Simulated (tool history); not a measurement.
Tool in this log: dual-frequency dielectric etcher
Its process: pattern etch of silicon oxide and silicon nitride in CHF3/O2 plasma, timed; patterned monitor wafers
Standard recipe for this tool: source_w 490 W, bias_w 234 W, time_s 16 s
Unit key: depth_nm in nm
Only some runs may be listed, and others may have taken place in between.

| run | hour | source_w | bias_w | time_s | read-back reference wafer on the same gauge, depth_nm | depth_nm |
|---|---|---|---|---|---|---|
| 1 | 0 | 490 | 234 | 16 | 29.53 | 26.06 |
| 2 | 13.9 | 490 | 234 | 16 | 29.52 | 26.02 |
| 3 | 34.5 | 490 | 234 | 16 | 29.47 | 25.93 |
| 4 | 49.9 | 490 | 234 | 16 | 29.47 | 25.89 |
| 5 | 114.3 | 490 | 234 | 16 | 29.43 | 26.05 |
| 6 | 187.5 | 490 | 201 | 20 | 29.38 | 30.13 |
| 7 | 254.6 | 490 | 234 | 16 | 29.37 | 25.91 |
| 8 | 279.4 | 420 | 234 | 16 | 29.36 | 24.92 |
| 9 | 293.1 | 420 | 234 | 16 | 29.36 | 24.92 |
| 10 | 314.2 | 490 | 234 | 16 | 29.33 | 25.9 |
|  | 341.6 | upper electrode replaced |
| 11 | 347.4 | 490 | 234 | 16 | 29.34 | 25.85 |
| 12 | 359.9 | 430 | 214 | 12 | 29.33 | 18.05 |
| 13 | 383.4 | 490 | 234 | 16 | 29.32 | 25.84 |
|  | 397.2 | gauge calibrated |
| 14 | 414.7 | 450 | 206 | 18.5 | 29.63 | 27.78 |
| 15 | 441.4 | 490 | 234 | 14 | 29.58 | 22.84 |
| 16 | 462 | 490 | 234 | 16 | 29.52 | 26.15 |
|  | 490.7 | source power generator calibrated |
|  | 498 | wet clean of the chamber |
| 17 | 498.5 | 570 | 259 | 14.5 | 29.51 | 25.71 |
|  | 510 | bias power generator calibrated |
| 18 | 530.4 | 580 | 234 | 19 | 29.47 | 32.2 |
| 19 | 561.6 | 560 | 181 | 20.5 | 29.41 | 30.36 |
| 20 | 581.7 | 580 | 197 | 18 | 29.42 | 28.06 |
| 21 | 600.8 | 450 | 210 | 19.5 | 29.41 | 29.31 |
| 22 | 627.4 | 490 | 234 | 16 | 29.4 | 25.86 |
| 23 | 654.6 | 490 | 203 | 20 | 29.36 | 30.32 |

4 options for the next run, each taken on its own from the tool as it stands now. Forecast them:
| A | 655 | 490 | 234 | 16 | ? | ? |
| B | 655 | 550 | 266 | 14 | ? | ? |
| C | 655 | 460 | 234 | 16 | ? | ? |
| D | 655 | 490 | 283 | 19.5 | ? | ? |

| run | read-back reference wafer on the same gauge, depth_nm | depth_nm |
|---|---|---|
| A | 29.37 | 25.81 |
| B | 29.37 | 24.69 |
| C | 29.37 | 25.41 |
| D | 29.37 | 34.38 |
Without the tool's unlogged condition, the same runs would have read:
| run | depth_nm |
|---|---|
| A | 26.11 |
| B | 24.98 |
| C | 25.7 |
| D | 34.77 |
